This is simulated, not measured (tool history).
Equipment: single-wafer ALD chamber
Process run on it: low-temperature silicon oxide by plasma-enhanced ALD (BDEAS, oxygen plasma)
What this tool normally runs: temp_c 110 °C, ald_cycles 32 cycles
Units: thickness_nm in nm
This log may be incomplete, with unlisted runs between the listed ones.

| run | day | temp_c | ald_cycles | wafers since the last listed run | hours since the last thermocouple change | hours since the gauge calibration | read-back reference wafer on the same gauge, thickness_nm | thickness_nm |
|---|---|---|---|---|---|---|---|---|
| 1 | 0 | 110 | 32 | 0 | 2152 | 4.7 | 4.927 | 4.328 |
| 2 | 0.588 | 110 | 32 | 139 | 2166.1 | 18.8 | 4.932 | 4.309 |
| 3 | 0.842 | 110 | 32 | 60 | 2172.2 | 24.9 | 4.931 | 4.292 |
| 4 | 1.571 | 110 | 32 | 172 | 2189.7 | 42.4 | 4.929 | 4.312 |
| 5 | 2.317 | 118 | 32 | 176 | 2207.6 | 60.3 | 4.93 | 4.246 |
| 6 | 2.733 | 110 | 32 | 98 | 2217.6 | 70.3 | 4.932 | 4.308 |
| 7 | 3.288 | 110 | 32 | 131 | 2230.9 | 83.6 | 4.928 | 4.301 |
|  | 3.954 | thermocouple changed; heater temperature recalibrated |
| 8 | 3.975 | 103 | 32 | 83 | 0.5 | 100.1 | 4.93 | 4.354 |
|  | 4.229 | gauge calibrated |
| 9 | 4.25 | 102 | 38 | 65 | 7.1 | 0.5 | 4.931 | 5.196 |
| 10 | 5.525 | 100 | 28 | 301 | 37.7 | 31.1 | 4.928 | 3.838 |
| 11 | 6.025 | 102 | 27 | 118 | 49.7 | 43.1 | 4.93 | 3.694 |
| 12 | 6.312 | 110 | 32 | 68 | 56.6 | 50 | 4.934 | 4.335 |

What will run 13 give?
| 13 | 7.046 | 110 | 32 | 173 | 74.2 | 67.6 | ? | ? |

read-back reference wafer on the same gauge, thickness_nm: 4.929
thickness_nm: 4.299 nm
If the tool had no hidden condition, the same run with the same run-to-run variation would have returned thickness_nm 4.299 nm.

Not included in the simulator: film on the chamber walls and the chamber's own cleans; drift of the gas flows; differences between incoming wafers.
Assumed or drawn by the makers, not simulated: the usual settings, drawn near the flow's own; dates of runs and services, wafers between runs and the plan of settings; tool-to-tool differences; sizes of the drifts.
